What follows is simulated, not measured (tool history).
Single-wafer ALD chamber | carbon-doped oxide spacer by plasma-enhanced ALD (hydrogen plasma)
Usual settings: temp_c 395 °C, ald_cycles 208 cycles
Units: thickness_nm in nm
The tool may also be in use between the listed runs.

run,hour,temp_c,ald_cycles,wafers since the last listed run,hours since the last thermocouple change,hours since the gauge calibration,"read-back reference wafer on the same gauge, thickness_nm",thickness_nm
1,0,395,190,0,805.9,2046.4,10.631,9.164
2,170.8,395,190,314,976.7,2217.2,10.59,9.084
3,230,395,208,108,1035.9,2276.4,10.625,10.023
4,263.8,395,208,62,1069.7,2310.2,10.609,10.008
5,302.3,395,208,70,1108.2,2348.7,10.618,9.994
6,367.4,395,237,119,1173.3,2413.8,10.598,11.471
# hour 376.9: thermocouple changed; heater temperature recalibrated
7,489.6,395,237,209,112.7,2536,10.598,11.41
8,560,395,237,129,183.1,2606.4,10.603,11.361
9,598.6,395,230,70,221.7,2645,10.594,11.134
10,629.6,395,230,57,252.7,2676,10.58,11.149
11,671.9,395,230,77,295,2718.3,10.591,11.101
12,713.2,383,208,75,336.3,2759.6,10.616,10.068
13,747.4,383,208,62,370.5,2793.8,10.618,9.968
14,822.1,395,226,137,445.2,2868.5,10.578,10.842
# hour 826.6: gauge calibrated
15,937.3,395,208,211,560.4,110.7,10.606,9.93
16,1044.1,395,208,196,667.2,217.5,10.581,9.992
17,1115.8,395,208,131,738.9,289.2,10.599,9.99
18,1178.1,381,244,114,801.2,351.5,10.597,11.834
19,1247.6,395,197,127,870.7,421,10.633,9.56
20,1317.1,406,208,127,940.2,490.5,10.606,9.895
21,1358.7,405,177,76,981.8,532.1,10.604,8.44
22,1396.7,388,191,69,1019.8,570.1,10.573,9.326
23,1468,405,176,131,1091.1,641.4,10.583,8.381
24,1530.9,403,178,115,1154,704.3,10.592,8.5
25,1591.8,408,228,111,1214.9,765.2,10.603,10.685
26,1641.9,399,186,92,1265,815.3,10.606,8.876
27,1708.8,395,208,123,1331.9,882.2,10.589,10.009
# hour 1739.2: thermocouple changed; heater temperature recalibrated
28,1768.7,386,185,95,29.5,942.1,10.586,8.836
29,1827.2,400,242,107,88,1000.6,10.583,11.624
30,1884.8,387,232,105,145.6,1058.2,10.591,11.235
31,1953.5,395,230,126,214.3,1126.9,10.583,11.077
32,2045,386,219,168,305.8,1218.4,10.599,10.54
33,2114.7,381,225,128,375.5,1288.1,10.586,11.001
34,2209.8,395,230,174,470.6,1383.2,10.588,11.053
35,2256,395,208,84,516.8,1429.4,10.61,10.081

3 ways to go on from here, each from the tool as it stands after run 35. What would each give?
A,2256.7,395,188,1,517.5,1430.1,?,?
B,2256.7,381,184,1,517.5,1430.1,?,?
C,2256.7,402,236,1,517.5,1430.1,?,?

run,"read-back reference wafer on the same gauge, thickness_nm",thickness_nm
A,10.598,9.099
B,10.598,8.906
C,10.598,11.383
Without the tool's hidden state the same runs would have given:
run,thickness_nm
A,9.099
B,8.906
C,11.383
